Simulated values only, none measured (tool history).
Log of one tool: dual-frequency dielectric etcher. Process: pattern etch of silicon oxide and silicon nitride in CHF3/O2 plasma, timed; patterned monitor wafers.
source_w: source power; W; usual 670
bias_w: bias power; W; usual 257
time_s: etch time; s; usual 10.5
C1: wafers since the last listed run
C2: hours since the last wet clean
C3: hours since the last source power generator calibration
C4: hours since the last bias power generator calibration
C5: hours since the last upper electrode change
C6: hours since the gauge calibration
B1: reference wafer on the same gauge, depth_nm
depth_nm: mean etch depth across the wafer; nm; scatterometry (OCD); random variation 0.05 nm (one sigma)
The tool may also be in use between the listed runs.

run 1 hour=0 | source_w=670 bias_w=257 time_s=10.5 | C1=0 C2=298.7 C3=2462 C4=2051.5 C5=2321.1 C6=594 | B1=18.71 | depth_nm=17.49
run 2 hour=36.6 | source_w=670 bias_w=257 time_s=10.5 | C1=481 C2=335.3 C3=2498.6 C4=2088.1 C5=2357.7 C6=630.6 | B1=18.71 | depth_nm=17.52
-- hour=134.3 wet clean of the chamber
run 3 hour=134.8 | source_w=670 bias_w=257 time_s=10.5 | C1=976 C2=0.5 C3=2596.8 C4=2186.3 C5=2455.9 C6=728.8 | B1=18.71 | depth_nm=17.91
run 4 hour=203.6 | source_w=670 bias_w=257 time_s=10.5 | C1=905 C2=69.3 C3=2665.6 C4=2255.1 C5=2524.7 C6=797.6 | B1=18.69 | depth_nm=17.77
run 5 hour=300.9 | source_w=670 bias_w=257 time_s=10.5 | C1=1280 C2=166.6 C3=2762.9 C4=2352.4 C5=2622 C6=894.9 | B1=18.69 | depth_nm=17.68
run 6 hour=355 | source_w=670 bias_w=257 time_s=10.5 | C1=711 C2=220.7 C3=2817 C4=2406.5 C5=2676.1 C6=949 | B1=18.7 | depth_nm=17.62
run 7 hour=419.9 | source_w=670 bias_w=257 time_s=10.5 | C1=854 C2=285.6 C3=2881.9 C4=2471.4 C5=2741 C6=1013.9 | B1=18.7 | depth_nm=17.55
run 8 hour=516.8 | source_w=670 bias_w=257 time_s=10.5 | C1=1275 C2=382.5 C3=2978.8 C4=2568.3 C5=2837.9 C6=1110.8 | B1=18.69 | depth_nm=17.45
run 9 hour=572 | source_w=790 bias_w=301 time_s=10.5 | C1=726 C2=437.7 C3=3034 C4=2623.5 C5=2893.1 C6=1166 | B1=18.71 | depth_nm=19.4
-- hour=610.4 wet clean of the chamber
run 10 hour=818.7 | source_w=790 bias_w=301 time_s=10.5 | C1=2930 C2=208.3 C3=3280.7 C4=2870.2 C5=3139.8 C6=1412.7 | B1=18.69 | depth_nm=19.94
run 11 hour=859.2 | source_w=610 bias_w=257 time_s=10.5 | C1=533 C2=248.8 C3=3321.2 C4=2910.7 C5=3180.3 C6=1453.2 | B1=18.7 | depth_nm=16.99
run 12 hour=937 | source_w=610 bias_w=257 time_s=10.5 | C1=1023 C2=326.6 C3=3399 C4=2988.5 C5=3258.1 C6=1531 | B1=18.7 | depth_nm=16.9
run 13 hour=1000.8 | source_w=610 bias_w=257 time_s=10.5 | C1=839 C2=390.4 C3=3462.8 C4=3052.3 C5=3321.9 C6=1594.8 | B1=18.69 | depth_nm=16.8
-- hour=1070.8 wet clean of the chamber
run 14 hour=1114.1 | source_w=670 bias_w=257 time_s=10.5 | C1=1175 C2=43.3 C3=3576.1 C4=3165.6 C5=3435.2 C6=1708.1 | B1=18.7 | depth_nm=17.88
run 15 hour=1207.8 | source_w=670 bias_w=257 time_s=11.5 | C1=1233 C2=137 C3=3669.8 C4=3259.3 C5=3528.9 C6=1801.8 | B1=18.69 | depth_nm=19.29
run 16 hour=1268.9 | source_w=670 bias_w=257 time_s=10.5 | C1=804 C2=198.1 C3=3730.9 C4=3320.4 C5=3590 C6=1862.9 | B1=18.7 | depth_nm=17.59
run 17 hour=1308.3 | source_w=800 bias_w=240 time_s=12.5 | C1=518 C2=237.5 C3=3770.3 C4=3359.8 C5=3629.4 C6=1902.3 | B1=18.7 | depth_nm=21.67
-- hour=1339.4 source power generator calibrated
run 18 hour=1350.7 | source_w=550 bias_w=286 time_s=8.5 | C1=505 C2=279.9 C3=11.3 C4=3402.2 C5=3671.8 C6=1944.7 | B1=18.69 | depth_nm=13.7
run 19 hour=1399.4 | source_w=670 bias_w=310 time_s=10.5 | C1=640 C2=328.6 C3=60 C4=3450.9 C5=3720.5 C6=1993.4 | B1=18.71 | depth_nm=18.6
run 20 hour=1469.9 | source_w=670 bias_w=257 time_s=10.5 | C1=927 C2=399.1 C3=130.5 C4=3521.4 C5=3791 C6=2063.9 | B1=18.7 | depth_nm=17.32
-- hour=1520.5 wet clean of the chamber
-- hour=1557.5 gauge calibrated
run 21 hour=1558.8 | source_w=670 bias_w=257 time_s=10.5 | C1=854 C2=38.3 C3=219.4 C4=3610.3 C5=3879.9 C6=1.3 | B1=18.69 | depth_nm=17.79
run 22 hour=1645 | source_w=800 bias_w=210 time_s=8.5 | C1=1134 C2=124.5 C3=305.6 C4=3696.5 C5=3966.1 C6=87.5 | B1=18.7 | depth_nm=14.29
-- hour=1717.8 upper electrode replaced
run 23 hour=1721.5 | source_w=670 bias_w=257 time_s=10.5 | C1=690 C2=201 C3=382.1 C4=3773 C5=3.7 C6=164 | B1=18.7 | depth_nm=17.64
run 24 hour=1778.6 | source_w=840 bias_w=291 time_s=8 | C1=751 C2=258.1 C3=439.2 C4=3830.1 C5=60.8 C6=221.1 | B1=18.72 | depth_nm=15.15
-- hour=1867.8 bias power generator calibrated
-- hour=2031 wet clean of the chamber
run 25 hour=2085.4 | source_w=670 bias_w=257 time_s=10.5 | C1=3669 C2=54.4 C3=746 C4=217.6 C5=367.6 C6=527.9 | B1=18.69 | depth_nm=17.86
run 26 hour=2135.3 | source_w=580 bias_w=257 time_s=10.5 | C1=656 C2=104.3 C3=795.9 C4=267.5 C5=417.5 C6=577.8 | B1=18.69 | depth_nm=16.83
run 27 hour=2233.6 | source_w=670 bias_w=224 time_s=8.5 | C1=1293 C2=202.6 C3=894.2 C4=365.8 C5=515.8 C6=676.1 | B1=18.71 | depth_nm=13.61
run 28 hour=2291 | source_w=750 bias_w=196 time_s=10.5 | C1=755 C2=260 C3=951.6 C4=423.2 C5=573.2 C6=733.5 | B1=18.69 | depth_nm=16.73
run 29 hour=2366.9 | source_w=670 bias_w=233 time_s=10.5 | C1=998 C2=335.9 C3=1027.5 C4=499.1 C5=649.1 C6=809.4 | B1=18.69 | depth_nm=16.89

4 ways to go on from here, each from the tool as it stands after run 29. What would each give?
run A hour=2367.3 | source_w=670 bias_w=257 time_s=9.5 | C1=5 C2=336.3 C3=1027.9 C4=499.5 C5=649.5 C6=809.8 | B1=? | depth_nm=?
run B hour=2367.3 | source_w=670 bias_w=303 time_s=11.5 | C1=5 C2=336.3 C3=1027.9 C4=499.5 C5=649.5 C6=809.8 | B1=? | depth_nm=?
run C hour=2367.3 | source_w=670 bias_w=257 time_s=12.5 | C1=5 C2=336.3 C3=1027.9 C4=499.5 C5=649.5 C6=809.8 | B1=? | depth_nm=?
run D hour=2367.3 | source_w=670 bias_w=213 time_s=10.5 | C1=5 C2=336.3 C3=1027.9 C4=499.5 C5=649.5 C6=809.8 | B1=? | depth_nm=?

run=A B1=18.7 depth_nm=15.74
run=B B1=18.7 depth_nm=20.2
run=C B1=18.7 depth_nm=20.71
run=D B1=18.7 depth_nm=16.31
Without the tool's hidden state the same runs would have given:
run=A depth_nm=16.19
run=B depth_nm=20.78
run=C depth_nm=21.3
run=D depth_nm=16.77
